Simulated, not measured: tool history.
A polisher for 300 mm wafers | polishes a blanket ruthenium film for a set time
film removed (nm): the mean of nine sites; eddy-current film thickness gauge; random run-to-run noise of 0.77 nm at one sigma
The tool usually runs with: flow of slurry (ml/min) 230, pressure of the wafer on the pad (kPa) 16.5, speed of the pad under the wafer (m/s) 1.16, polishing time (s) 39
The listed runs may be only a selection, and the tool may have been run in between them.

run	hour	flow of slurry (ml/min)	pressure of the wafer on the pad (kPa)	speed of the pad under the wafer (m/s)	polishing time (s)	wafers since the last listed run	wafers polished on this pad	hours since the slurry nozzle was cleaned	hours since the head pressure was calibrated	incoming thickness of the incoming film, nm	film removed (nm)
1	0.0	230	16.5	1.16	39	0	460	712.9	134.6	251.4	50.6
# hour 38.4: worn pad replaced by a new one
2	45.7	230	16.5	1.16	39	288	50	758.6	180.3	249.6	51.9
3	59.9	230	16.5	1.16	39	98	148	772.8	194.5	247.3	50.8
4	88.0	230	16.5	1.16	39	194	343	800.9	222.6	249.5	51.7
5	101.5	230	16.5	1.16	39	93	436	814.4	236.1	245.3	50.2
6	112.2	230	16.5	1.16	39	74	510	825.1	246.8	249.5	50.0
# hour 132.0: worn pad replaced by a new one
7	132.5	230	16.5	1.16	39	112	3	845.4	267.1	248.5	52.3
8	140.5	230	16.5	1.16	39	55	58	853.4	275.1	251.3	52.5
9	153.1	230	16.5	1.16	39	87	146	866.0	287.7	251.3	53.5
10	170.3	230	20.7	1.16	39	119	265	883.2	304.9	248.7	65.1
11	185.7	230	20.7	1.16	39	106	371	898.6	320.3	247.0	65.2
12	199.6	230	16.5	1.16	39	96	467	912.5	334.2	247.3	49.8
13	215.4	230	16.5	1.16	39	109	577	928.3	350.0	253.9	50.2
14	226.2	230	16.5	1.16	39	74	652	939.1	360.8	250.8	49.7
15	241.1	230	16.5	1.16	39	103	755	954.0	375.7	250.4	46.5
# hour 244.2: slurry nozzle cleaned
# hour 250.6: worn pad replaced by a new one
16	251.5	230	16.5	1.16	44	37	6	7.3	386.1	250.7	58.7
17	260.8	230	16.5	1.16	44	64	70	16.6	395.4	252.4	60.7
18	267.4	230	17.9	1.16	51	45	116	23.2	402.0	254.2	76.1
19	278.4	230	16.5	1.16	39	76	192	34.2	413.0	247.7	53.2
20	292.2	230	16.5	1.44	39	95	288	48.0	426.8	251.2	59.9
21	308.0	230	16.5	1.16	39	109	397	63.8	442.6	252.0	49.6
22	321.8	230	16.5	1.16	39	95	493	77.6	456.4	248.4	50.6
# hour 327.1: head pressure recalibrated
23	338.3	230	13.1	1.16	49	100	593	94.1	11.2	246.6	50.3
# hour 346.1: worn pad replaced by a new one
24	354.5	230	16.5	0.94	39	84	58	110.3	27.4	251.3	43.1
25	369.5	210	16.5	1.16	47	103	162	125.3	42.4	249.0	62.4
26	379.5	230	20.7	1.16	25	69	231	135.3	52.4	246.5	40.5
27	396.6	310	18.6	1.02	26	118	349	152.4	69.5	247.4	36.0
28	406.2	230	18.6	1.26	39	66	416	162.0	79.1	247.7	60.2
29	422.2	155	20.7	1.16	39	110	526	178.0	95.1	250.7	58.4
30	437.8	285	16.5	1.16	45	107	634	193.6	110.7	249.5	57.4
31	450.4	230	16.5	1.16	46	87	721	206.2	123.3	248.6	55.5
# hour 461.7: worn pad replaced by a new one
32	465.4	295	16.5	1.42	35	76	25	221.2	138.3	248.7	56.4
33	473.9	230	16.5	1.16	39	58	84	229.7	146.8	249.7	50.7
34	489.9	280	11.7	1.36	30	110	195	245.7	162.8	247.4	32.6

Alternative continuations, all from the tool just after run 34; predict every row:
A	490.3	230	17.9	1.16	39	2	198	246.1	163.2	249.6	?
B	490.3	285	16.5	1.16	39	2	198	246.1	163.2	249.6	?
C	490.3	155	16.5	1.32	45	2	198	246.1	163.2	249.6	?
D	490.3	260	13.1	1.06	39	2	198	246.1	163.2	249.6	?

run	film removed (nm)
A	57.0
B	53.9
C	62.9
D	39.5
With the hidden condition removed and each run's random variation left untouched, the same runs would have given:
run	film removed (nm)
A	58.1
B	54.9
C	64.1
D	40.3

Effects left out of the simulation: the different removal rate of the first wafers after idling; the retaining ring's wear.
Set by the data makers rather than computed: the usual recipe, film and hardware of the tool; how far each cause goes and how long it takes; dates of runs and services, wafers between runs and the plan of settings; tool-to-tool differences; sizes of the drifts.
